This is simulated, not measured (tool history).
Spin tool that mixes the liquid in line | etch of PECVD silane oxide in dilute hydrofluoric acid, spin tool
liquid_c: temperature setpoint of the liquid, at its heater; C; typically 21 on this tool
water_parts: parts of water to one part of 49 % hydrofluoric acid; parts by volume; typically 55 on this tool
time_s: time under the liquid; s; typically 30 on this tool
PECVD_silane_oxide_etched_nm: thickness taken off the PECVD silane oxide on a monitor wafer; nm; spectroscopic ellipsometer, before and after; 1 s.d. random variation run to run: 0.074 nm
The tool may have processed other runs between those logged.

run     day  liquid_c  water_parts  time_s  wafers since the last listed run  hours since the thermometer was replaced  hours since the hydrofluoric acid flow meter was replaced  hours since the gauge calibration  read-back film thickness of the PECVD silane oxide reference wafer, read on the same gauge (nm)  PECVD_silane_oxide_etched_nm
  1       0        21           55      30                                 0                                     951.4                                                      415.9                             1387.7                                                                                               90                         13.08
  2   2.575        21           55      30                               642                                    1013.2                                                      477.7                             1449.5                                                                                            89.95                         13.15
  3   6.854        21           55      30                              1068                                    1115.9                                                      580.4                             1552.2                                                                                            89.96                          13.1
      9.254  -- gauge calibrated
      9.638  -- hydrofluoric acid flow meter replaced
  4  10.633        21           55      30                               933                                    1206.6                                                       23.9                               33.1                                                                                            89.99                         12.68
  5  14.512        21           55      30                               968                                    1299.7                                                        117                              126.2                                                                                            89.97                         12.65
     15.621  -- thermometer replaced
  6  17.738        21           75      35                               794                                      50.8                                                      194.4                              203.6                                                                                            89.93                         10.77
  7  19.696        21           55      30                               488                                      97.8                                                      241.4                              250.6                                                                                            90.02                         12.95
  8  22.792        21           55      30                               773                                     172.1                                                      315.7                              324.9                                                                                            89.97                         13.06
  9  25.004        21           55      40                               552                                     225.2                                                      368.8                                378                                                                                            90.02                         17.43
 10  28.525        21           55      40                               879                                     309.7                                                      453.3                              462.5                                                                                            90.01                          17.4
 11    31.7        21           70      25                               792                                     385.9                                                      529.5                              538.7                                                                                               90                          8.43
 12  33.262        21           70      25                               390                                     423.4                                                        567                              576.2                                                                                               90                          8.48
 13  36.083        21           70      25                               704                                     491.1                                                      634.7                              643.9                                                                                            90.02                          8.62
 14  40.067        21           55      30                               994                                     586.7                                                      730.3                              739.5                                                                                            90.01                         13.36
     43.154  -- hydrofluoric acid flow meter replaced
 15  44.379        21           55      30                              1066                                     690.2                                                       29.4                                843                                                                                            90.02                         12.68
 16  47.588        21           55      30                               801                                     767.2                                                      106.4                                920                                                                                            89.95                         12.73
 17  50.596        19           40      15                               751                                     839.4                                                      178.6                              992.2                                                                                            90.03                          8.11
 18   54.55        18           55      45                               987                                     934.3                                                      273.5                             1087.1                                                                                            90.01                          17.1
 19    56.8        17           55      30                               561                                     988.3                                                      327.5                             1141.1                                                                                               90                         10.91
 20  64.888      19.5           55      45                              2019                                    1182.4                                                      521.6                             1335.2                                                                                            89.96                         18.58
 21  66.996        21           55      30                               526                                      1233                                                      572.2                             1385.8                                                                                            90.03                         13.36
 22  68.729        21           55      30                               432                                    1274.6                                                      613.8                             1427.4                                                                                            89.96                          13.2
     69.379  -- gauge calibrated
     70.229  -- hydrofluoric acid flow meter replaced
 23  73.083        18           55      25                              1076                                    1379.1                                                       68.5                               88.9                                                                                               90                          9.21
 24  74.862        17           70      50                               444                                    1421.8                                                      111.2                              131.6                                                                                            89.96                         13.74
     75.392  -- thermometer replaced
 25  77.308        21           80      30                               600                                        46                                                      169.9                              190.3                                                                                               90                          8.49
 26  81.446        21           55      15                              1033                                     145.3                                                      269.2                              289.6                                                                                            89.96                           6.4
 27  83.742        21           55      30                               573                                     200.4                                                      324.3                              344.7                                                                                            90.01                         12.92
 28  85.304        21           55      30                               390                                     237.9                                                      361.8                              382.2                                                                                            89.98                            13
 29  89.525        18           55      20                              1053                                     339.2                                                      463.1                              483.5                                                                                            89.96                          7.61
 30  92.433        21           55      30                               726                                       409                                                      532.9                              553.3                                                                                            89.99                         13.23
 31  96.246        21           55      30                               951                                     500.5                                                      624.4                              644.8                                                                                            89.95                          13.3
 32  99.271        17           30      25                               755                                     573.1                                                        697                              717.4                                                                                            89.99                         17.62

Consider 3 possible next runs. They are alternatives, not a sequence: every one starts from the tool as it was left by run 32. What does each give?
  A  99.288        21           55      30                                 4                                     573.5                                                      697.4                              717.8                                                                                                ?                             ?
  B  99.288        21           70      15                                 4                                     573.5                                                      697.4                              717.8                                                                                                ?                             ?
  C  99.288        19           35      45                                 4                                     573.5                                                      697.4                              717.8                                                                                                ?                             ?

run  read-back film thickness of the PECVD silane oxide reference wafer, read on the same gauge (nm)  PECVD_silane_oxide_etched_nm
  A                                                                                            89.99                         13.31
  B                                                                                            89.99                          5.14
  C                                                                                            89.99                         29.48
Had the tool no hidden state, the same runs would have come out as:
run  PECVD_silane_oxide_etched_nm
  A                          12.6
  B                          4.86
  C                         27.95
